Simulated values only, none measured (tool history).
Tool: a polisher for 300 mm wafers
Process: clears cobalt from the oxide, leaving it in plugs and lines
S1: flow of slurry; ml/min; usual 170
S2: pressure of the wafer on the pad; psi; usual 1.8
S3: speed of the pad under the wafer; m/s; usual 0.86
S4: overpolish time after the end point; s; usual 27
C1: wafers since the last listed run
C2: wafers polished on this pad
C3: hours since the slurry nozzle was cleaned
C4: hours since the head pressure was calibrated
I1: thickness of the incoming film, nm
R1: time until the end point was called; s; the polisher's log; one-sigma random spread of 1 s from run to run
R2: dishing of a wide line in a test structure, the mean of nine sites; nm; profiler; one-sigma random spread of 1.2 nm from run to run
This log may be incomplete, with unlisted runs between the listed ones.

{"run": 1, "hour": 0.0, "S1": 125, "S2": 2.3, "S3": 0.86, "S4": 27, "C1": 0, "C2": 997, "C3": 59.4, "C4": 764.3, "I1": 325.2, "R1": 61.9, "R2": 59.1}
{"hour": 19.5, "done": "worn pad replaced by a new one"}
{"run": 2, "hour": 20.0, "S1": 125, "S2": 2.3, "S3": 0.86, "S4": 27, "C1": 85, "C2": 2, "C3": 79.4, "C4": 784.3, "I1": 329.6, "R1": 63.6, "R2": 57.7}
{"run": 3, "hour": 43.9, "S1": 170, "S2": 1.8, "S3": 0.86, "S4": 27, "C1": 127, "C2": 130, "C3": 103.3, "C4": 808.2, "I1": 326.5, "R1": 79.2, "R2": 53}
{"run": 4, "hour": 76.5, "S1": 170, "S2": 1.8, "S3": 0.86, "S4": 27, "C1": 173, "C2": 303, "C3": 135.9, "C4": 840.8, "I1": 331.1, "R1": 79.9, "R2": 51.5}
{"run": 5, "hour": 89.6, "S1": 170, "S2": 1.8, "S3": 0.86, "S4": 27, "C1": 69, "C2": 373, "C3": 149, "C4": 853.9, "I1": 328.6, "R1": 79.1, "R2": 52.5}
{"run": 6, "hour": 103.6, "S1": 170, "S2": 1.8, "S3": 0.86, "S4": 27, "C1": 74, "C2": 448, "C3": 163, "C4": 867.9, "I1": 332.4, "R1": 80, "R2": 50.6}
{"run": 7, "hour": 136.9, "S1": 200, "S2": 1.8, "S3": 0.86, "S4": 27, "C1": 177, "C2": 626, "C3": 196.3, "C4": 901.2, "I1": 324.4, "R1": 78.5, "R2": 53.5}
{"run": 8, "hour": 152.3, "S1": 200, "S2": 1.8, "S3": 0.86, "S4": 27, "C1": 82, "C2": 708, "C3": 211.7, "C4": 916.6, "I1": 326.9, "R1": 77.2, "R2": 53.8}
{"run": 9, "hour": 176.3, "S1": 170, "S2": 1.8, "S3": 0.76, "S4": 27, "C1": 127, "C2": 836, "C3": 235.7, "C4": 940.6, "I1": 333.2, "R1": 88.6, "R2": 49.5}
{"run": 10, "hour": 195.7, "S1": 170, "S2": 1.8, "S3": 0.76, "S4": 27, "C1": 103, "C2": 939, "C3": 255.1, "C4": 960, "I1": 329.6, "R1": 87.8, "R2": 50.2}
{"run": 11, "hour": 216.5, "S1": 170, "S2": 1.8, "S3": 0.76, "S4": 27, "C1": 110, "C2": 1050, "C3": 275.9, "C4": 980.8, "I1": 326.7, "R1": 87.8, "R2": 49.1}
{"run": 12, "hour": 228.7, "S1": 170, "S2": 1.8, "S3": 0.86, "S4": 27, "C1": 65, "C2": 1115, "C3": 288.1, "C4": 993, "I1": 323.9, "R1": 78.2, "R2": 50.5}
{"hour": 234.3, "done": "worn pad replaced by a new one"}
{"hour": 244.0, "done": "slurry nozzle cleaned"}
{"run": 13, "hour": 244.5, "S1": 170, "S2": 1.8, "S3": 1.12, "S4": 27, "C1": 57, "C2": 49, "C3": 0.5, "C4": 1008.8, "I1": 332.5, "R1": 59.2, "R2": 58.9}
{"run": 14, "hour": 266.0, "S1": 170, "S2": 1.8, "S3": 0.86, "S4": 27, "C1": 114, "C2": 163, "C3": 22, "C4": 1030.3, "I1": 331.2, "R1": 75.8, "R2": 53.1}
{"run": 15, "hour": 294.1, "S1": 125, "S2": 2.2, "S3": 1, "S4": 39, "C1": 149, "C2": 313, "C3": 50.1, "C4": 1058.4, "I1": 336.1, "R1": 57.5, "R2": 65.8}
{"run": 16, "hour": 316.8, "S1": 170, "S2": 1.8, "S3": 0.86, "S4": 27, "C1": 121, "C2": 434, "C3": 72.8, "C4": 1081.1, "I1": 334.1, "R1": 75.6, "R2": 52.8}
{"run": 17, "hour": 335.4, "S1": 130, "S2": 1.8, "S3": 0.72, "S4": 27, "C1": 99, "C2": 533, "C3": 91.4, "C4": 1099.7, "I1": 329.9, "R1": 89.5, "R2": 48.9}
{"hour": 353.7, "done": "head pressure recalibrated"}
{"run": 18, "hour": 354.8, "S1": 145, "S2": 1.5, "S3": 1.08, "S4": 40, "C1": 92, "C2": 626, "C3": 110.8, "C4": 1.1, "I1": 334.2, "R1": 87.1, "R2": 61.8}
{"run": 19, "hour": 374.2, "S1": 215, "S2": 1.8, "S3": 1.02, "S4": 35, "C1": 103, "C2": 730, "C3": 130.2, "C4": 20.5, "I1": 332.5, "R1": 74.2, "R2": 59.4}
{"run": 20, "hour": 395.2, "S1": 170, "S2": 1.3, "S3": 0.86, "S4": 18, "C1": 111, "C2": 842, "C3": 151.2, "C4": 41.5, "I1": 334.5, "R1": 122, "R2": 32.4}
{"hour": 417.8, "done": "worn pad replaced by a new one"}
{"run": 21, "hour": 424.3, "S1": 170, "S2": 1.8, "S3": 0.86, "S4": 15, "C1": 133, "C2": 34, "C3": 180.3, "C4": 70.6, "I1": 329.2, "R1": 88.4, "R2": 34.3}
{"run": 22, "hour": 454.8, "S1": 200, "S2": 2, "S3": 0.86, "S4": 33, "C1": 162, "C2": 197, "C3": 210.8, "C4": 101.1, "I1": 328.6, "R1": 78, "R2": 55.3}
{"run": 23, "hour": 481.6, "S1": 170, "S2": 1.8, "S3": 0.86, "S4": 27, "C1": 142, "C2": 340, "C3": 237.6, "C4": 127.9, "I1": 331.3, "R1": 86.8, "R2": 50.4}

Here are 5 independent what-if runs from the current tool condition. What would each one return?
{"run": "A", "hour": 482.1, "S1": 170, "S2": 1.8, "S3": 0.86, "S4": 27, "C1": 2, "C2": 342, "C3": 238.1, "C4": 128.4, "I1": 327.3, "R1": "?", "R2": "?"}
{"run": "B", "hour": 482.1, "S1": 170, "S2": 2.1, "S3": 0.86, "S4": 27, "C1": 2, "C2": 342, "C3": 238.1, "C4": 128.4, "I1": 327.3, "R1": "?", "R2": "?"}
{"run": "C", "hour": 482.1, "S1": 200, "S2": 2.4, "S3": 1.14, "S4": 27, "C1": 2, "C2": 342, "C3": 238.1, "C4": 128.4, "I1": 327.3, "R1": "?", "R2": "?"}
{"run": "D", "hour": 482.1, "S1": 170, "S2": 2.1, "S3": 0.98, "S4": 21, "C1": 2, "C2": 342, "C3": 238.1, "C4": 128.4, "I1": 327.3, "R1": "?", "R2": "?"}
{"run": "E", "hour": 482.1, "S1": 115, "S2": 1.2, "S3": 0.86, "S4": 27, "C1": 2, "C2": 342, "C3": 238.1, "C4": 128.4, "I1": 327.3, "R1": "?", "R2": "?"}

run=A R1=85.9 R2=48.2
run=B R1=73.7 R2=51.6
run=C R1=49.6 R2=58.8
run=D R1=66 R2=48.3
run=E R1=137.3 R2=37
The same runs, with their run-to-run variation unchanged, on a tool lacking any hidden condition would have given:
run=A R1=81.2 R2=49.5
run=B R1=69.7 R2=52.8
run=C R1=47.2 R2=59.5
run=D R1=62.4 R2=49.6
run=E R1=127.6 R2=38.8
